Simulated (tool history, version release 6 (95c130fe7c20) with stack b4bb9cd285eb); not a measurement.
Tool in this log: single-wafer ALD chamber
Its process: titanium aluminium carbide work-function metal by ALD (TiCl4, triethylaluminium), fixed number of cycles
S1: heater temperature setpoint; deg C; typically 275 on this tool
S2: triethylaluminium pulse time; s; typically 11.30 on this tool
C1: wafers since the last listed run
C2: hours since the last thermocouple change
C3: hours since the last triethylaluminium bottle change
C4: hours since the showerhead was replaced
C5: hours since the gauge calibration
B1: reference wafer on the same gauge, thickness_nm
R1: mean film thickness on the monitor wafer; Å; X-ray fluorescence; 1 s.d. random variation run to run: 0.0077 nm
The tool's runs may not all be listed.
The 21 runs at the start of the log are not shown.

run,hour,S1,S2,C1,C2,C3,C4,C5,B1,R1
22,1808.3,275,11.30,425,2348.2,471.0,674.2,300.1,1.642,17.54
23,1862.2,288,8.97,337,2402.1,524.9,728.1,354.0,1.642,18.41
24,1909.2,275,11.30,294,2449.1,571.9,775.1,401.0,1.644,17.51
25,1986.5,288,15.37,484,2526.4,649.2,852.4,478.3,1.640,19.08
26,2043.4,275,7.61,356,2583.3,706.1,909.3,535.2,1.637,17.03
27,2135.7,267,14.71,577,2675.6,798.4,1001.6,627.5,1.640,16.93
# hour 2149.3: thermocouple changed; heater temperature recalibrated
28,2220.6,283,7.46,481,71.3,883.3,1086.5,712.4,1.641,17.71
29,2376.3,262,13.38,975,227.0,1039.0,1242.2,868.1,1.642,16.44
30,2466.2,275,11.30,562,316.9,1128.9,1332.1,958.0,1.638,17.59
31,2569.8,290,7.65,648,420.5,1232.5,1435.7,1061.6,1.638,18.33
32,2643.4,279,14.45,460,494.1,1306.1,1509.3,1135.2,1.638,17.96
33,2686.7,275,11.30,271,537.4,1349.4,1552.6,1178.5,1.642,17.43
34,2952.7,275,11.30,1665,803.4,1615.4,1818.6,1444.5,1.638,17.55

Here are 3 independent what-if runs from the current tool condition. What would each one return?
A,2953.1,275,11.30,2,803.8,1615.8,1819.0,1444.9,?,?
B,2953.1,266,11.30,2,803.8,1615.8,1819.0,1444.9,?,?
C,2953.1,284,12.77,2,803.8,1615.8,1819.0,1444.9,?,?

run,B1,R1
A,1.640,17.48
B,1.640,16.64
C,1.640,18.46
With no hidden state in the tool, these same runs would have given:
run,R1
A,17.48
B,16.64
C,18.46
